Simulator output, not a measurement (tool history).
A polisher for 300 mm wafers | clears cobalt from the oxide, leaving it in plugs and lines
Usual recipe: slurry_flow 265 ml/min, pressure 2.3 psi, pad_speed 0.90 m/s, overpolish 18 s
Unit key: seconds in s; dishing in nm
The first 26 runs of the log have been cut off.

run   hour  slurry_flow  pressure  pad_speed  overpolish  incoming thickness of the incoming film, nm  seconds  dishing
 27  610.8          265       2.3       0.90           9                                        211.1     38.9     29.2
 28  640.6          355       2.3       0.90          18                                        214.7     39.2     43.4
 29  668.0          335       2.3       0.90          18                                        209.7     38.3     43.8
 30  683.4          345       3.1       1.00          25                                        213.2     27.7     50.7
 31  704.5          225       3.0       0.90          14                                        209.5     31.7     42.3
 32  720.5          265       2.9       0.90          18                                        210.1     31.8     46.7
 33  788.3          355       3.0       1.20          23                                        207.4     24.9     50.7
 34  803.2          205       2.3       0.90          18                                        210.5     42.6     42.4
     810.5  -- worn pad replaced by a new one
 35  835.0          265       2.3       0.90          18                                        207.7     41.1     41.6

Below are 4 alternative next runs, each starting from the tool's condition after run 35. Predict each:
  A  835.4          210       2.3       0.90          18                                        210.8        ?        ?
  B  835.4          265       2.8       0.62          18                                        210.8        ?        ?
  C  835.4          350       2.3       0.90          18                                        210.8        ?        ?
  D  835.4          265       2.8       1.20           9                                        210.8        ?        ?

run  seconds  dishing
  A     42.4     42.3
  B     41.6     42.6
  C     40.1     43.3
  D     28.2     36.7
Without the tool's unlogged condition, the same runs would have read:
run  seconds  dishing
  A     39.6     43.5
  B     38.8     43.9
  C     37.4     44.5
  D     26.3     38.0

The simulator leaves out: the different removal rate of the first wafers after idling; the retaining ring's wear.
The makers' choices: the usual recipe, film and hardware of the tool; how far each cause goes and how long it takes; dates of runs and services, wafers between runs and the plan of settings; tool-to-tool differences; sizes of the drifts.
